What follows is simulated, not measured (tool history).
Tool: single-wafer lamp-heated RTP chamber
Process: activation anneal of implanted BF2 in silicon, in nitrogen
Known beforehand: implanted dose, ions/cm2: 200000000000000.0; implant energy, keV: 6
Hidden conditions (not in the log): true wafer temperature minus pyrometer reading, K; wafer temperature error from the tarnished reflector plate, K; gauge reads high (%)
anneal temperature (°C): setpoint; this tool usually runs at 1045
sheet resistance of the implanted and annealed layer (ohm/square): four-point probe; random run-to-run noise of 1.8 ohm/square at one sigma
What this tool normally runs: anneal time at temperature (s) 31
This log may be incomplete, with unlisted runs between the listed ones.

| run | hour | anneal temperature (°C) | anneal time at temperature (s) | wafers since the last listed run | wafers since the last pyrometer calibration | wafers since the reflector plate was cleaned | hours since the gauge calibration | read-back reference wafer on the same gauge, sheet resistance | sheet resistance of the implanted and annealed layer (ohm/square) |
|---|---|---|---|---|---|---|---|---|---|
| 1 | 0 | 1045 | 31 | 0 | 7 | 6195 | 1.7 | 566.18 | 637.62 |
| 2 | 7.3 | 1045 | 31 | 120 | 127 | 6315 | 9 | 566.48 | 641.29 |
| 3 | 24.4 | 1045 | 31 | 281 | 409 | 6596 | 26.1 | 566.2 | 642.69 |
| 4 | 33.5 | 1045 | 31 | 149 | 558 | 6746 | 35.2 | 566.42 | 641.3 |
| 5 | 78.8 | 1045 | 31 | 745 | 1303 | 7491 | 80.5 | 565.25 | 644.11 |
| 6 | 94 | 1045 | 31 | 250 | 1553 | 7741 | 95.7 | 566.23 | 639.28 |
| 7 | 104.3 | 1045 | 31 | 169 | 1723 | 7910 | 106 | 566.11 | 640.98 |
| 8 | 116.3 | 1065 | 31 | 197 | 1920 | 8108 | 118 | 565.66 | 626.5 |
| 9 | 132.1 | 1065 | 31 | 259 | 2180 | 8368 | 133.8 | 565.42 | 624.98 |
| 10 | 148.6 | 1065 | 31 | 271 | 2451 | 8639 | 150.3 | 565.69 | 621.95 |
| 11 | 160.2 | 1045 | 31 | 190 | 2642 | 8830 | 161.9 | 565.81 | 637.44 |
| 12 | 174.3 | 1045 | 31 | 231 | 2874 | 9062 | 176 | 565.77 | 639.6 |
| 13 | 189.3 | 1045 | 31 | 246 | 3121 | 9309 | 191 | 566.05 | 635.5 |
|  | 234.6 | pyrometer window cleaned and pyrometer calibrated |
| 14 | 235.1 | 1045 | 31 | 621 | 8 | 9930 | 236.8 | 565.8 | 636.65 |
| 15 | 238.6 | 1045 | 37 | 57 | 65 | 9988 | 240.3 | 565.94 | 629.45 |
| 16 | 246.4 | 1053 | 31 | 128 | 194 | 10116 | 248.1 | 566.07 | 625.12 |
| 17 | 256.9 | 1053 | 31 | 172 | 366 | 10289 | 258.6 | 566.32 | 624.13 |
| 18 | 263.7 | 1025 | 31 | 111 | 478 | 10401 | 265.4 | 566.23 | 645.45 |
| 19 | 278.6 | 1045 | 31 | 245 | 723 | 10646 | 280.3 | 566.55 | 633.66 |
| 20 | 286.2 | 1023 | 44 | 125 | 848 | 10771 | 287.9 | 566.36 | 633.44 |
| 21 | 304.1 | 1033 | 31 | 294 | 1143 | 11065 | 305.8 | 565.76 | 642.32 |
| 22 | 317.9 | 1028 | 42 | 226 | 1370 | 11292 | 319.6 | 566.6 | 632.19 |
| 23 | 326.3 | 1045 | 31 | 138 | 1508 | 11430 | 328 | 565.6 | 635.22 |
|  | 334.8 | pyrometer window cleaned and pyrometer calibrated, repeated, since the last time left the tool worse |
| 24 | 335.3 | 1045 | 26 | 16 | 8 | 11447 | 337 | 566.22 | 648.65 |
| 25 | 343.8 | 1053 | 37 | 139 | 148 | 11587 | 345.5 | 566.37 | 630.79 |
| 26 | 357.6 | 1045 | 31 | 226 | 375 | 11813 | 359.3 | 565.37 | 643.23 |
|  | 364.8 | gauge calibrated |
|  | 377.5 | reflector plate cleaned |
| 27 | 378 | 1045 | 31 | 203 | 579 | 8 | 13.2 | 565.95 | 641.34 |
| 28 | 382 | 1045 | 41 | 65 | 645 | 73 | 17.2 | 565.87 | 631.25 |
| 29 | 390.7 | 1031 | 31 | 143 | 788 | 217 | 25.9 | 566.03 | 653.08 |
| 30 | 407.4 | 1075 | 31 | 274 | 1063 | 491 | 42.6 | 566.35 | 618.9 |
| 31 | 420.1 | 1032 | 18 | 208 | 1271 | 700 | 55.3 | 566.44 | 675.72 |
| 32 | 427.6 | 1030 | 17 | 123 | 1395 | 823 | 62.8 | 566.63 | 680.79 |
| 33 | 436.8 | 1045 | 31 | 151 | 1546 | 975 | 72 | 566.36 | 639.54 |
| 34 | 444.2 | 1045 | 16 | 121 | 1668 | 1097 | 79.4 | 565.98 | 661.76 |
| 35 | 460.6 | 1057 | 31 | 269 | 1938 | 1366 | 95.8 | 566 | 632.35 |
| 36 | 470.4 | 1045 | 31 | 161 | 2099 | 1527 | 105.6 | 565.97 | 639.55 |
|  | 517.6 | pyrometer window cleaned and pyrometer calibrated |
| 37 | 518.1 | 1045 | 31 | 652 | 8 | 2180 | 153.3 | 566.61 | 638.23 |
| 38 | 528.6 | 1064 | 20 | 172 | 180 | 2353 | 163.8 | 565.99 | 643.58 |

Hidden condition of the tool, last listed run before each entry between runs versus first listed run after:
Between runs 13 and 14: pyrometer window cleaned and pyrometer calibrated (hour 234.6)
  true wafer temperature minus pyrometer reading, K: 6.17 -> 14.2
  measured less the result without the state, sheet resistance of the implanted and annealed layer (ohm/square): -4.45 -> -10.58
Between runs 23 and 24: pyrometer window cleaned and pyrometer calibrated, repeated, since the last time left the tool worse (hour 334.8)
  true wafer temperature minus pyrometer reading, K: 15.4 -> 0.287
  measured less the result without the state, sheet resistance of the implanted and annealed layer (ohm/square): -11.49 -> -0.22
Between runs 26 and 27: gauge calibrated (hour 364.8); reflector plate cleaned (hour 377.5)
  true wafer temperature minus pyrometer reading, K: 0.361 -> 0.553
  measured less the result without the state, sheet resistance of the implanted and annealed layer (ohm/square): -0.26 -> -0.4
Between runs 36 and 37: pyrometer window cleaned and pyrometer calibrated (hour 517.6)
  true wafer temperature minus pyrometer reading, K: 2.91 -> 0.19
  measured less the result without the state, sheet resistance of the implanted and annealed layer (ohm/square): -2.1 -> -0.14
